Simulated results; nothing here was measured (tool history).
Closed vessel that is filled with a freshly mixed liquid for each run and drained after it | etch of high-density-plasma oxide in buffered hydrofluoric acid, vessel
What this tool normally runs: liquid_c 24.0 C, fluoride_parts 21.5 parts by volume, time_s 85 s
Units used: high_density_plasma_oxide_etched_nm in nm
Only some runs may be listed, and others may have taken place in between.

run   hour  liquid_c  fluoride_parts  time_s  wafers since the last listed run  hours since the thermometer was replaced  hours since the hydrofluoric acid flow meter was replaced  hours since the gauge calibration  read-back film thickness of the high-density-plasma oxide reference wafer, read on the same gauge (nm)  high_density_plasma_oxide_etched_nm
  1    0.0      24.0            21.5      85                                 0                                     645.7                                                     2060.9                               50.6                                                                                                  110.01                                43.97
  2   12.2      24.0            21.5      85                              1390                                     657.9                                                     2073.1                               62.8                                                                                                  109.98                                44.02
  3   26.2      24.0            21.5      85                              1595                                     671.9                                                     2087.1                               76.8                                                                                                  109.98                                43.84
  4   43.5      24.0            21.5      85                              1971                                     689.2                                                     2104.4                               94.1                                                                                                  110.01                                43.44
  5   59.0      26.0            21.5      85                              1766                                     704.7                                                     2119.9                              109.6                                                                                                  110.03                                48.51
      98.3  -- hydrofluoric acid flow meter replaced
  6  102.3      26.0            21.5      85                              4819                                     748.0                                                        4.0                              152.9                                                                                                  110.01                                48.43
  7  112.3      27.5            21.5      85                              1139                                     758.0                                                       14.0                              162.9                                                                                                  109.97                                52.38
  8  127.5      27.5            21.5      85                              1731                                     773.2                                                       29.2                              178.1                                                                                                  109.99                                52.31
  9  133.5      24.0            21.5      85                               683                                     779.2                                                       35.2                              184.1                                                                                                  109.99                                43.24
 10  145.6      24.0            26.0      85                              1378                                     791.3                                                       47.3                              196.2                                                                                                  109.97                                37.62
 11  161.6      24.0            21.5      85                              1823                                     807.3                                                       63.3                              212.2                                                                                                  110.00                                42.69
 12  170.8      26.0            21.5     105                              1048                                     816.5                                                       72.5                              221.4                                                                                                  109.98                                58.93
 13  181.9      21.0            23.5     125                              1264                                     827.6                                                       83.6                              232.5                                                                                                  110.02                                50.22
     190.9  -- thermometer replaced
     195.3  -- gauge calibrated
 14  197.5      24.0            21.5      85                              1663                                       6.6                                                       99.2                                2.2                                                                                                  110.00                                50.22
 15  206.6      20.0            21.5      55                              1036                                      15.7                                                      108.3                               11.3                                                                                                  109.99                                25.74
 16  231.3      24.0            21.5      85                              2814                                      40.4                                                      133.0                               36.0                                                                                                  110.00                                49.73
 17  244.3      27.0            25.5      85                              1481                                      53.4                                                      146.0                               49.0                                                                                                  109.98                                51.61
 18  253.0      24.0            28.0      85                               991                                      62.1                                                      154.7                               57.7                                                                                                  110.02                                41.32
 19  269.6      24.0            21.5      55                              1891                                      78.7                                                      171.3                               74.3                                                                                                  110.02                                31.83

Here are 3 independent what-if runs from the current tool condition. What would each one return?
  A  270.3      24.0            21.5     110                                79                                      79.4                                                      172.0                               75.0                                                                                                       ?                                    ?
  B  270.3      22.0            21.5      85                                79                                      79.4                                                      172.0                               75.0                                                                                                       ?                                    ?
  C  270.3      27.5            26.0     135                                79                                      79.4                                                      172.0                               75.0                                                                                                       ?                                    ?

run  read-back film thickness of the high-density-plasma oxide reference wafer, read on the same gauge (nm)  high_density_plasma_oxide_etched_nm
  A                                                                                                  109.96                                63.95
  B                                                                                                  109.96                                44.25
  C                                                                                                  109.96                                83.31
With no hidden state in the tool, these same runs would have given:
run  high_density_plasma_oxide_etched_nm
  A                                64.90
  B                                44.92
  C                                84.53
